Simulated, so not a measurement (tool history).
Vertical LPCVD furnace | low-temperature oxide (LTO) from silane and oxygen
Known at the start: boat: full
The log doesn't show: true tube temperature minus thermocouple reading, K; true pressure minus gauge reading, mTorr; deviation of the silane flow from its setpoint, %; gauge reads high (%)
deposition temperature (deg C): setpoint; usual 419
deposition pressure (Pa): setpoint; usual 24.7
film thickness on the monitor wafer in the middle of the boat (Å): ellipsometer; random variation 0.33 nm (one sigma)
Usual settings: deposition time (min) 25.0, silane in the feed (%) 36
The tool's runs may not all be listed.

run	day	deposition temperature (deg C)	deposition pressure (Pa)	deposition time (min)	silane in the feed (%)	wafers since the last listed run	hours since the last temperature calibration	hours since the pressure gauge was zeroed	hours since the silane flow controller was replaced	hours since the gauge calibration	read-back reference wafer on the same gauge, thickness	film thickness on the monitor wafer in the middle of the boat (Å)
1	0.000	419	24.7	27.5	36	0	2870.6	2406.7	6095.0	131.7	179.41	2442.9
2	0.442	419	24.7	25.0	36	231	2881.2	2417.3	6105.6	142.3	179.46	2224.7
3	0.888	419	24.7	25.0	36	233	2891.9	2428.0	6116.3	153.0	179.52	2222.9
4	1.342	419	24.7	25.0	36	238	2902.8	2438.9	6127.2	163.9	179.67	2218.9
5	1.883	419	24.7	25.0	36	284	2915.8	2451.9	6140.2	176.9	179.71	2226.3
6	2.250	419	24.7	25.0	36	192	2924.6	2460.7	6149.0	185.7	179.62	2228.4
7	2.550	419	24.7	25.0	36	157	2931.8	2467.9	6156.2	192.9	179.71	2220.8
8	2.838	415	24.7	25.0	36	150	2938.7	2474.8	6163.1	199.8	179.64	2126.8
9	3.454	419	24.7	25.0	36	323	2953.5	2489.6	6177.9	214.6	179.68	2220.2
10	3.892	419	24.7	25.0	36	229	2964.0	2500.1	6188.4	225.1	179.64	2218.7
# day 5.275: thermocouples replaced and temperature profile calibrated
# day 6.067: gauge calibrated
# day 6.204: pressure gauge zeroed
11	6.225	419	24.7	25.0	36	211	22.8	0.5	6244.4	3.8	178.32	2207.7
12	6.375	429	24.7	25.0	34	78	26.4	4.1	6248.0	7.4	178.39	2282.3
13	6.521	430	28.7	17.0	36	76	29.9	7.6	6251.5	10.9	178.34	1957.4
14	6.671	419	29.3	18.5	36	78	33.5	11.2	6255.1	14.5	178.50	1942.9
15	6.817	419	20.7	18.0	36	76	37.0	14.7	6258.6	18.0	178.63	1336.1
# day 8.004: silane flow controller replaced
16	8.025	419	24.7	17.0	36	109	66.0	43.7	0.5	47.0	178.98	1506.4
17	8.175	426	27.3	25.0	39	78	69.6	47.3	4.1	50.6	179.05	2911.1
18	8.321	408	30.0	25.0	42	76	73.1	50.8	7.6	54.1	178.99	2876.8

The next listed run, before its measurement:
19	8.521	419	19.3	25.0	36	104	77.9	55.6	12.4	58.9	?	?

read-back reference wafer on the same gauge, thickness: 179.08
film thickness on the monitor wafer in the middle of the boat (Å): 1736.9
Without the tool's hidden state the same run would have given film thickness on the monitor wafer in the middle of the boat (Å) 1726.0.
